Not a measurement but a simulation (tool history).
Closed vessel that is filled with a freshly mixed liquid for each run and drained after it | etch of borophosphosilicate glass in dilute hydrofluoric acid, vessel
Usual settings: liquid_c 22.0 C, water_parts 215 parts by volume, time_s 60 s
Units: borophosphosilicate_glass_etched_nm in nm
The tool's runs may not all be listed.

run,hour,liquid_c,water_parts,time_s,wafers since the last listed run,hours since the thermometer was replaced,hours since the hydrofluoric acid flow meter was replaced,hours since the gauge calibration,"read-back film thickness of the borophosphosilicate glass reference wafer, read on the same gauge (nm)",borophosphosilicate_glass_etched_nm
1,0.0,22.0,215,60,0,534.6,1436.5,383.1,120.00,9.54
2,17.6,22.0,215,60,2074,552.2,1454.1,400.7,120.01,9.53
3,45.2,19.5,215,40,3253,579.8,1481.7,428.3,119.99,5.82
4,71.4,19.5,215,40,3088,606.0,1507.9,454.5,120.00,5.81
5,97.9,19.5,215,40,3124,632.5,1534.4,481.0,119.99,5.84
6,117.0,22.0,260,60,2251,651.6,1553.5,500.1,120.01,7.60
7,150.4,22.0,215,60,3937,685.0,1586.9,533.5,120.00,9.66
8,176.1,18.5,215,60,3029,710.7,1612.6,559.2,120.02,8.43
9,189.6,18.5,215,60,1591,724.2,1626.1,572.7,120.02,8.46
10,202.8,22.0,215,60,1556,737.4,1639.3,585.9,120.02,9.64
11,235.4,22.0,215,60,3843,770.0,1671.9,618.5,120.00,9.63
12,254.4,22.0,215,60,2239,789.0,1690.9,637.5,120.03,9.70
13,288.5,22.0,215,60,4020,823.1,1725.0,671.6,120.00,9.74
14,323.1,22.0,215,45,4079,857.7,1759.6,706.2,119.98,7.32
15,335.7,26.0,275,60,1485,870.3,1772.2,718.8,120.02,8.21
16,356.6,20.5,110,30,2463,891.2,1793.1,739.7,120.01,10.04
# hour 359.1: gauge calibrated
17,387.2,22.0,215,60,3607,921.8,1823.7,28.1,119.98,9.80
18,415.0,24.5,135,75,3277,949.6,1851.5,55.9,120.00,23.39
19,432.4,18.5,255,30,2051,967.0,1868.9,73.3,120.02,3.47
# hour 451.4: thermometer replaced
20,453.3,22.0,215,60,2346,1.9,1889.8,94.2,120.01,9.17
21,471.2,22.0,215,85,2110,19.8,1907.7,112.1,120.00,13.07
22,493.3,22.0,215,60,2605,41.9,1929.8,134.2,120.01,9.19
# hour 518.9: hydrofluoric acid flow meter replaced
23,528.5,25.0,215,60,4031,77.1,9.6,169.4,119.99,10.32
24,550.7,22.0,215,60,2617,99.3,31.8,191.6,120.01,9.20
25,574.0,22.0,175,90,2746,122.6,55.1,214.9,120.00,17.81
26,604.3,18.5,255,90,3572,152.9,85.4,245.2,120.02,9.91
27,626.0,24.0,215,80,2558,174.6,107.1,266.9,120.02,13.31
28,652.7,24.5,215,60,3147,201.3,133.8,293.6,120.00,10.24

4 ways to go on from here, each from the tool as it stands after run 28. What would each give?
A,653.4,22.0,105,60,82,202.0,134.5,294.3,?,?
B,653.4,22.0,310,60,82,202.0,134.5,294.3,?,?
C,653.4,20.0,215,45,82,202.0,134.5,294.3,?,?
D,653.4,24.5,185,95,82,202.0,134.5,294.3,?,?

run,"read-back film thickness of the borophosphosilicate glass reference wafer, read on the same gauge (nm)",borophosphosilicate_glass_etched_nm
A,120.01,21.33
B,120.01,5.84
C,120.01,6.43
D,120.01,19.26
Without the tool's hidden state the same runs would have given:
run,borophosphosilicate_glass_etched_nm
A,21.01
B,5.76
C,6.33
D,18.99
